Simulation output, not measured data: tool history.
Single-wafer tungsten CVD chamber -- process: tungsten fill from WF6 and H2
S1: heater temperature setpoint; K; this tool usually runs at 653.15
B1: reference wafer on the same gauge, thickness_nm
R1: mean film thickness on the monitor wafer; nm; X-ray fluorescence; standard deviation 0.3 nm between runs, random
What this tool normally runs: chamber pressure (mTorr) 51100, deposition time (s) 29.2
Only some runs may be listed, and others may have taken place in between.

run 1 day=0 | S1=653.15 chamber_pressure_(mTorr)=51100 deposition_time_(s)=29.2 | B1=69.999 | R1=74.158
run 2 day=1.979 | S1=653.15 chamber_pressure_(mTorr)=51100 deposition_time_(s)=29.2 | B1=70.019 | R1=74.174
run 3 day=3.017 | S1=653.15 chamber_pressure_(mTorr)=51100 deposition_time_(s)=29.2 | B1=70.006 | R1=73.406
run 4 day=5.55 | S1=653.15 chamber_pressure_(mTorr)=51100 deposition_time_(s)=29.2 | B1=70.022 | R1=73.845
run 5 day=7.275 | S1=653.15 chamber_pressure_(mTorr)=51100 deposition_time_(s)=29.2 | B1=70.016 | R1=73.773
run 6 day=9.008 | S1=653.15 chamber_pressure_(mTorr)=60300 deposition_time_(s)=29.2 | B1=69.999 | R1=79.124
run 7 day=11.838 | S1=653.15 chamber_pressure_(mTorr)=60300 deposition_time_(s)=29.2 | B1=69.984 | R1=78.657
run 8 day=13.125 | S1=653.15 chamber_pressure_(mTorr)=51100 deposition_time_(s)=29.2 | B1=70.006 | R1=73.579
-- day=13.462 showerhead replaced
run 9 day=15.038 | S1=662.15 chamber_pressure_(mTorr)=51100 deposition_time_(s)=29.2 | B1=70.02 | R1=90.204
run 10 day=17.304 | S1=662.15 chamber_pressure_(mTorr)=51100 deposition_time_(s)=29.2 | B1=70.059 | R1=90.068
run 11 day=19.379 | S1=653.15 chamber_pressure_(mTorr)=51100 deposition_time_(s)=29.2 | B1=70.03 | R1=73.185
run 12 day=25.892 | S1=653.15 chamber_pressure_(mTorr)=60000 deposition_time_(s)=31.3 | B1=70.07 | R1=83.109
-- day=26.542 capacitance manometer re-zeroed and calibrated
-- day=27.829 thermocouple changed; heater temperature recalibrated
run 13 day=28.042 | S1=653.15 chamber_pressure_(mTorr)=60000 deposition_time_(s)=31.3 | B1=70.09 | R1=84.988
-- day=28.838 gauge calibrated
run 14 day=29.092 | S1=642.15 chamber_pressure_(mTorr)=51100 deposition_time_(s)=29.2 | B1=69.987 | R1=56.884
run 15 day=30.788 | S1=653.15 chamber_pressure_(mTorr)=60200 deposition_time_(s)=26.1 | B1=70 | R1=70.593
run 16 day=33.129 | S1=653.15 chamber_pressure_(mTorr)=51100 deposition_time_(s)=29.2 | B1=70.031 | R1=73.854
run 17 day=35.796 | S1=653.15 chamber_pressure_(mTorr)=47000 deposition_time_(s)=33.4 | B1=69.963 | R1=82.783
run 18 day=38.642 | S1=653.15 chamber_pressure_(mTorr)=51100 deposition_time_(s)=29.2 | B1=69.987 | R1=74.176
run 19 day=41.412 | S1=653.15 chamber_pressure_(mTorr)=51100 deposition_time_(s)=29.2 | B1=69.963 | R1=74.304
run 20 day=43.883 | S1=653.15 chamber_pressure_(mTorr)=51100 deposition_time_(s)=32.2 | B1=70.056 | R1=81.924
run 21 day=46.717 | S1=663.15 chamber_pressure_(mTorr)=47300 deposition_time_(s)=34.9 | B1=70.015 | R1=107.345
run 22 day=49.2 | S1=661.15 chamber_pressure_(mTorr)=51100 deposition_time_(s)=29.2 | B1=69.964 | R1=88.487
run 23 day=50.521 | S1=653.15 chamber_pressure_(mTorr)=42300 deposition_time_(s)=26.8 | B1=70.025 | R1=62.936
run 24 day=51.65 | S1=653.15 chamber_pressure_(mTorr)=47000 deposition_time_(s)=33.4 | B1=70.009 | R1=81.959
run 25 day=54.546 | S1=653.15 chamber_pressure_(mTorr)=51100 deposition_time_(s)=29.2 | B1=70.043 | R1=73.778
run 26 day=56.192 | S1=666.15 chamber_pressure_(mTorr)=44200 deposition_time_(s)=33.8 | B1=70.003 | R1=107.15
run 27 day=58.775 | S1=653.15 chamber_pressure_(mTorr)=51100 deposition_time_(s)=29.2 | B1=70.049 | R1=73.53
run 28 day=60.975 | S1=653.15 chamber_pressure_(mTorr)=51100 deposition_time_(s)=29.2 | B1=70.025 | R1=73.417
run 29 day=62.683 | S1=661.15 chamber_pressure_(mTorr)=51100 deposition_time_(s)=29.2 | B1=70.072 | R1=88.502
run 30 day=64.842 | S1=644.15 chamber_pressure_(mTorr)=51100 deposition_time_(s)=29.2 | B1=70 | R1=59.047
run 31 day=67.025 | S1=665.15 chamber_pressure_(mTorr)=51100 deposition_time_(s)=26.3 | B1=70.017 | R1=86.303
run 32 day=71.812 | S1=668.15 chamber_pressure_(mTorr)=57700 deposition_time_(s)=29.2 | B1=69.949 | R1=107.196
run 33 day=73.675 | S1=660.15 chamber_pressure_(mTorr)=51100 deposition_time_(s)=32.9 | B1=70.033 | R1=96.476
run 34 day=76.188 | S1=661.15 chamber_pressure_(mTorr)=47000 deposition_time_(s)=29.2 | B1=69.971 | R1=84.541

Forecast each of these 4 alternatives for the next run:
run A day=76.204 | S1=653.15 chamber_pressure_(mTorr)=39600 deposition_time_(s)=29.2 | B1=? | R1=?
run B day=76.204 | S1=653.15 chamber_pressure_(mTorr)=60400 deposition_time_(s)=29.2 | B1=? | R1=?
run C day=76.204 | S1=667.15 chamber_pressure_(mTorr)=61300 deposition_time_(s)=25.2 | B1=? | R1=?
run D day=76.204 | S1=644.15 chamber_pressure_(mTorr)=39100 deposition_time_(s)=29.2 | B1=? | R1=?

run=A B1=70.045 R1=65.748
run=B B1=70.045 R1=78.138
run=C B1=70.045 R1=92.438
run=D B1=70.045 R1=52.917
With the hidden condition removed and each run's random variation left untouched, the same runs would have given:
run=A R1=66.588
run=B R1=79.026
run=C R1=93.602
run=D R1=53.548
